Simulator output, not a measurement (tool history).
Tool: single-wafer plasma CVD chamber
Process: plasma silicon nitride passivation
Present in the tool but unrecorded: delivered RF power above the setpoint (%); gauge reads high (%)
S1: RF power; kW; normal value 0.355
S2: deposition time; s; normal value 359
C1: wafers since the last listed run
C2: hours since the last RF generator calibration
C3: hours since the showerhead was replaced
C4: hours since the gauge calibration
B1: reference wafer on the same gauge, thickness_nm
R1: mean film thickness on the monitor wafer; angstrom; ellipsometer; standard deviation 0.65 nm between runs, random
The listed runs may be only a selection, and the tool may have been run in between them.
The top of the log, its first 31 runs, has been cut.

run 32 hour=846.9 | S1=0.355 S2=359 | C1=156 C2=222.6 C3=48.3 C4=178 | B1=431.023 | R1=4276.3
run 33 hour=874.7 | S1=0.3 S2=418 | C1=183 C2=250.4 C3=76.1 C4=205.8 | B1=430.968 | R1=4831.07
run 34 hour=906.5 | S1=0.31 S2=384 | C1=209 C2=282.2 C3=107.9 C4=237.6 | B1=430.971 | R1=4450.12
run 35 hour=933.1 | S1=0.325 S2=414 | C1=175 C2=308.8 C3=134.5 C4=264.2 | B1=431.047 | R1=4853.96
run 36 hour=946 | S1=0.355 S2=359 | C1=85 C2=321.7 C3=147.4 C4=277.1 | B1=431.109 | R1=4277.3
run 37 hour=962.9 | S1=0.41 S2=303 | C1=111 C2=338.6 C3=164.3 C4=294 | B1=430.995 | R1=3722.21
run 38 hour=975 | S1=0.32 S2=326 | C1=79 C2=350.7 C3=176.4 C4=306.1 | B1=430.999 | R1=3804.13
run 39 hour=999.1 | S1=0.305 S2=419 | C1=159 C2=374.8 C3=200.5 C4=330.2 | B1=431.048 | R1=4840.72
run 40 hour=1017.7 | S1=0.42 S2=291 | C1=122 C2=393.4 C3=219.1 C4=348.8 | B1=431.012 | R1=3604.95

What if the next run were any one of these 4? Each begins from the tool's condition after run 40:
run A hour=1018.2 | S1=0.335 S2=359 | C1=3 C2=393.9 C3=219.6 C4=349.3 | B1=? | R1=?
run B hour=1018.2 | S1=0.31 S2=291 | C1=3 C2=393.9 C3=219.6 C4=349.3 | B1=? | R1=?
run C hour=1018.2 | S1=0.305 S2=291 | C1=3 C2=393.9 C3=219.6 C4=349.3 | B1=? | R1=?
run D hour=1018.2 | S1=0.41 S2=427 | C1=3 C2=393.9 C3=219.6 C4=349.3 | B1=? | R1=?

run=A B1=430.965 R1=4218.25
run=B B1=430.965 R1=3367.11
run=C B1=430.965 R1=3356.46
run=D B1=430.965 R1=5231.79
With no hidden state in the tool, these same runs would have given:
run=A R1=4256.18
run=B R1=3397.39
run=C R1=3386.64
run=D R1=5278.83

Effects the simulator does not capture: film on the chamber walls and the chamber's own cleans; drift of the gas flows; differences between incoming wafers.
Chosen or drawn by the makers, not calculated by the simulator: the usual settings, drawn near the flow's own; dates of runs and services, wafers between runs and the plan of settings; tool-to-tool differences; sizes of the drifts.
